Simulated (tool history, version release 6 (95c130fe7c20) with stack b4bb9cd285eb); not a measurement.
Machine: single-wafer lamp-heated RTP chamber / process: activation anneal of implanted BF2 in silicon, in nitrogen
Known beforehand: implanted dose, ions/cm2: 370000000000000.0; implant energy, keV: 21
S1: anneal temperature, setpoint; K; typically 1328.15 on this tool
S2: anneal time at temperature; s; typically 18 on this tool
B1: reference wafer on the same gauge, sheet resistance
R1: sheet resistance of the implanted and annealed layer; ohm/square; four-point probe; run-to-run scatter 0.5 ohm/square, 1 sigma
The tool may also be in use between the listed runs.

{"run": 1, "hour": 0.0, "S1": 1328.15, "S2": 18, "B1": 392.05, "R1": 331.83}
{"run": 2, "hour": 38.1, "S1": 1328.15, "S2": 18, "B1": 392.2, "R1": 332.49}
{"run": 3, "hour": 89.6, "S1": 1328.15, "S2": 18, "B1": 391.89, "R1": 331.56}
{"run": 4, "hour": 133.1, "S1": 1328.15, "S2": 18, "B1": 391.94, "R1": 331.35}
{"run": 5, "hour": 173.8, "S1": 1328.15, "S2": 18, "B1": 391.96, "R1": 331.48}
{"hour": 186.7, "done": "reflector plate cleaned"}
{"hour": 201.1, "done": "pyrometer window cleaned and pyrometer calibrated"}
{"run": 6, "hour": 225.8, "S1": 1328.15, "S2": 18, "B1": 391.84, "R1": 332.34}
{"run": 7, "hour": 266.1, "S1": 1328.15, "S2": 18, "B1": 391.95, "R1": 332.92}
{"hour": 298.2, "done": "gauge calibrated"}
{"run": 8, "hour": 317.3, "S1": 1348.15, "S2": 27, "B1": 391.81, "R1": 324.23}
{"run": 9, "hour": 363.0, "S1": 1315.15, "S2": 27, "B1": 391.97, "R1": 329.65}
{"hour": 412.1, "done": "pyrometer window cleaned and pyrometer calibrated"}
{"run": 10, "hour": 420.2, "S1": 1328.15, "S2": 18, "B1": 392.13, "R1": 331.36}
{"run": 11, "hour": 444.8, "S1": 1342.15, "S2": 18, "B1": 392.05, "R1": 330.64}
{"run": 12, "hour": 476.6, "S1": 1328.15, "S2": 13, "B1": 392.21, "R1": 335.62}
{"run": 13, "hour": 514.8, "S1": 1357.15, "S2": 18, "B1": 391.96, "R1": 327.97}

What will run 14 give?
{"run": 14, "hour": 555.6, "S1": 1337.15, "S2": 24, "B1": "?", "R1": "?"}

B1: 392.06
R1: 326.7 ohm/square
With no hidden state in the tool, this same run would have given R1 328 ohm/square.
